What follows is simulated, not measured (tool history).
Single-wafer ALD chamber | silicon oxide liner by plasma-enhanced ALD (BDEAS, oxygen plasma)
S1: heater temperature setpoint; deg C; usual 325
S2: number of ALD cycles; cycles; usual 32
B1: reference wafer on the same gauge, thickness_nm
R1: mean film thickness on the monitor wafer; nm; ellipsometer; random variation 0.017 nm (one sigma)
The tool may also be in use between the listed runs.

run,hour,S1,S2,B1,R1
1,0,325,32,3.062,3.023
2,12.2,325,32,3.061,3.031
3,26.8,325,34,3.062,3.238
4,37,317,29,3.06,2.793
5,51.8,325,32,3.063,3.044
6,60.7,325,32,3.06,3.022
7,67.5,325,32,3.06,3.035
8,74.3,325,27,3.062,2.603
9,85.8,325,27,3.057,2.584
10,95.2,325,32,3.058,3.077
11,102.7,325,32,3.053,3.068
12,117.9,325,32,3.048,3.025
13,127.2,325,32,3.049,3.064
14,135.5,325,32,3.067,3.061
15,153,325,32,3.059,3.056
16,170.1,320,30,3.056,2.878
17,178.4,320,30,3.062,2.863
18,194.7,321,38,3.058,3.634
19,210.9,320,32,3.049,3.051
20,227.9,325,32,3.06,3.039
21,234,332,38,3.05,3.627
22,249.3,313,28,3.068,2.713
23,267.2,325,37,3.048,3.484
24,280.3,325,32,3.057,3.049
25,294.9,325,32,3.059,3.054
26,303.5,311,35,3.058,3.396
27,321.5,329,37,3.062,3.514
28,334.7,325,32,3.054,3.039
29,342.5,331,34,3.067,3.174
30,348.6,330,29,3.06,2.75
31,359.8,332,28,3.064,2.636
32,375.6,325,32,3.058,3.028
33,382,325,32,3.061,3.021
34,392.9,315,32,3.057,3.113

Not shown: 3 entries that the log had between the listed runs. Between which runs, and how does the tool's hidden state differ before and after?
Between runs 1 and 2: gauge calibrated (hour 7.9)
  no hidden state differs between the two runs
Between runs 24 and 25: thermocouple changed; heater temperature recalibrated (hour 294.3)
  no hidden state differs between the two runs
Between runs 26 and 27: gauge calibrated (hour 311.6)
  no hidden state differs between the two runs
